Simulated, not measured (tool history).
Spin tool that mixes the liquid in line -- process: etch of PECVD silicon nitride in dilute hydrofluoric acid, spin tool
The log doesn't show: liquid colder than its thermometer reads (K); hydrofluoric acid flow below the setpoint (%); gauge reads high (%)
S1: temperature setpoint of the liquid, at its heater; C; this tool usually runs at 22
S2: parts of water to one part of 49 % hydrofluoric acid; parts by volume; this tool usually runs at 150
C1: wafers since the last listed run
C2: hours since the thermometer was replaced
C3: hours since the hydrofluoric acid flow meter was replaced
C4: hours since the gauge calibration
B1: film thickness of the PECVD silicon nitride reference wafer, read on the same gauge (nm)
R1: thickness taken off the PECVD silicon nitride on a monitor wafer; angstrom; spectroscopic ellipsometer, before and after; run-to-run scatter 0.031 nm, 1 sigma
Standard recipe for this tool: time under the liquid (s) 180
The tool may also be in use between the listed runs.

Run 1, hour 0: usual settings; C1 0; C2 2281.2; C3 460.3; C4 208; B1 39.988. Result: R1 19.57 angstrom.
Run 2, hour 128.8: usual settings; C1 1077; C2 2410; C3 589.1; C4 336.8; B1 40.038. Result: R1 20.04 angstrom.
Run 3, hour 192.7: usual settings; C1 534; C2 2473.9; C3 653; C4 400.7; B1 39.978. Result: R1 19.99 angstrom.
Run 4, hour 295.3: usual settings; C1 858; C2 2576.5; C3 755.6; C4 503.3; B1 40.05. Result: R1 19 angstrom.
Run 5, hour 388.7: usual settings; C1 781; C2 2669.9; C3 849; C4 596.7; B1 39.965. Result: R1 19.44 angstrom.
Run 6, hour 489.4: usual settings; C1 842; C2 2770.6; C3 949.7; C4 697.4; B1 40.019. Result: R1 19.43 angstrom.
Run 7, hour 565.2: usual settings but S1 18.5 C, S2 175 parts by volume; C1 633; C2 2846.4; C3 1025.5; C4 773.2; B1 40.023. Result: R1 12.91 angstrom.
At hour 592.8: thermometer replaced.
Run 8, hour 659.1: usual settings but S1 23.5 C, time under the liquid (s) 235; C1 776; C2 66.3; C3 1119.4; C4 867.1; B1 39.99. Result: R1 27.63 angstrom.
Run 9, hour 702.6: usual settings but S1 23.5 C, time under the liquid (s) 235; C1 363; C2 109.8; C3 1162.9; C4 910.6; B1 39.986. Result: R1 27.85 angstrom.
Run 10, hour 748.2: usual settings; C1 381; C2 155.4; C3 1208.5; C4 956.2; B1 40.002. Result: R1 19.05 angstrom.
Run 11, hour 796.2: usual settings; C1 401; C2 203.4; C3 1256.5; C4 1004.2; B1 40.009. Result: R1 18.71 angstrom.
Run 12, hour 896.9: usual settings but S1 18 C, S2 80 parts by volume, time under the liquid (s) 250; C1 842; C2 304.1; C3 1357.2; C4 1104.9; B1 40.003. Result: R1 36.73 angstrom.
At hour 907.8: gauge calibrated.
Run 13, hour 949: usual settings but S1 19 C, S2 85 parts by volume, time under the liquid (s) 135; C1 435; C2 356.2; C3 1409.3; C4 41.2; B1 39.998. Result: R1 19.34 angstrom.
Run 14, hour 1006.3: usual settings but S2 110 parts by volume, time under the liquid (s) 235; C1 479; C2 413.5; C3 1466.6; C4 98.5; B1 40.033. Result: R1 33.03 angstrom.
At hour 1030.4: hydrofluoric acid flow meter replaced.
Run 15, hour 1093.5: usual settings but time under the liquid (s) 110; C1 720; C2 500.7; C3 63.1; C4 185.7; B1 40.008. Result: R1 12.94 angstrom.
Run 16, hour 1135.7: usual settings but S1 25.5 C, S2 100 parts by volume, time under the liquid (s) 255; C1 352; C2 542.9; C3 105.3; C4 227.9; B1 39.984. Result: R1 55.79 angstrom.
Run 17, hour 1229.2: usual settings; C1 781; C2 636.4; C3 198.8; C4 321.4; B1 40.001. Result: R1 21.2 angstrom.
Run 18, hour 1281: usual settings but S2 75 parts by volume; C1 433; C2 688.2; C3 250.6; C4 373.2; B1 40.011. Result: R1 40.89 angstrom.
Run 19, hour 1317.5: usual settings but S1 24.5 C, S2 105 parts by volume; C1 305; C2 724.7; C3 287.1; C4 409.7; B1 39.958. Result: R1 34.53 angstrom.

Measured less the same run without the tool's hidden state. The same run-to-run variation is in both; the gauge's scatter may not be:
run     R1
  1  -0.95
  2  -1.19
  3  -1.29
  4  -1.39
  5  -1.58
  6  -1.75
  7  -1.23
  8  -2.93
  9  -3.06
 10  -2.16
 11  -2.21
 12  -4.62
 13  -2.53
 14  -4.55
 15   -0.1
 16   -0.6
 17  -0.37
 18  -0.89
 19  -0.86
